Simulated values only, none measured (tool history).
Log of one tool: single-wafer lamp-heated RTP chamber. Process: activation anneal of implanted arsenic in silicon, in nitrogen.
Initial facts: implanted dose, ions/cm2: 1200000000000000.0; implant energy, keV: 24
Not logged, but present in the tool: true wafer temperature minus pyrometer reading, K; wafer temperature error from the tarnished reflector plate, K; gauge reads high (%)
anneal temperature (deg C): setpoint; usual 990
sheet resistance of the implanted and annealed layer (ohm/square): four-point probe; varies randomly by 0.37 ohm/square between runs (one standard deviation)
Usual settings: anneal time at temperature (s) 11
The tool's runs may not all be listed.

run	hour	anneal temperature (deg C)	anneal time at temperature (s)	wafers since the last listed run	wafers since the last pyrometer calibration	wafers since the reflector plate was cleaned	hours since the gauge calibration	read-back reference wafer on the same gauge, sheet resistance	sheet resistance of the implanted and annealed layer (ohm/square)
1	0	990	11	0	2240	5731	84.6	130.03	120.24
2	16.6	990	11	282	2523	6014	101.2	130.01	120.05
3	32.4	990	11	269	2792	6283	117	130.06	119.62
4	48.7	990	11	277	3069	6561	133.3	129.94	120.08
5	60.6	990	11	202	3272	6764	145.2	130.05	119.41
6	80.4	990	11	337	3609	7101	165	129.98	119.88
7	93.7	990	11	226	3836	7327	178.3	129.92	120.25
8	110.4	990	11	284	4120	7612	195	129.98	119.69
9	118.7	979	11	141	4262	7753	203.3	129.95	123.27
10	136.1	990	13	296	4558	8050	220.7	130.09	117.61
11	147.2	990	13	189	4747	8239	231.8	129.99	117.85
12	159.6	990	13	211	4958	8450	244.2	130.01	118.5
13	170.3	990	15	182	5141	8632	254.9	129.98	116.82
# hour 173.2: gauge calibrated
14	179.7	990	15	160	5301	8792	6.5	130.02	116.58
15	195.6	990	15	270	5572	9063	22.4	130.03	117.03
16	210.1	1010	11	246	5819	9310	36.9	129.93	114.46
17	228	968	8	304	6124	9615	54.8	130.01	129.81
# hour 241.4: reflector plate cleaned
18	242.3	1001	7	107	6231	15	69.1	130.01	120.15
19	259	1019	6	284	6515	299	85.8	129.96	116.46
20	265.1	990	11	103	6619	403	91.9	130.04	118.31
21	274.2	990	6	155	6774	558	101	129.91	123.76

Run 22 has not been measured yet. What should we expect?
22	283.4	990	11	156	6931	715	110.2	?	?

{"run 22": {"read-back reference wafer on the same gauge, sheet resistance": 130.03, "sheet resistance of the implanted and annealed layer (ohm/square)": 118.28}}
Were there no unlogged condition in the tool, this run, its random variation unchanged, would have produced sheet resistance of the implanted and annealed layer (ohm/square) 121.3.
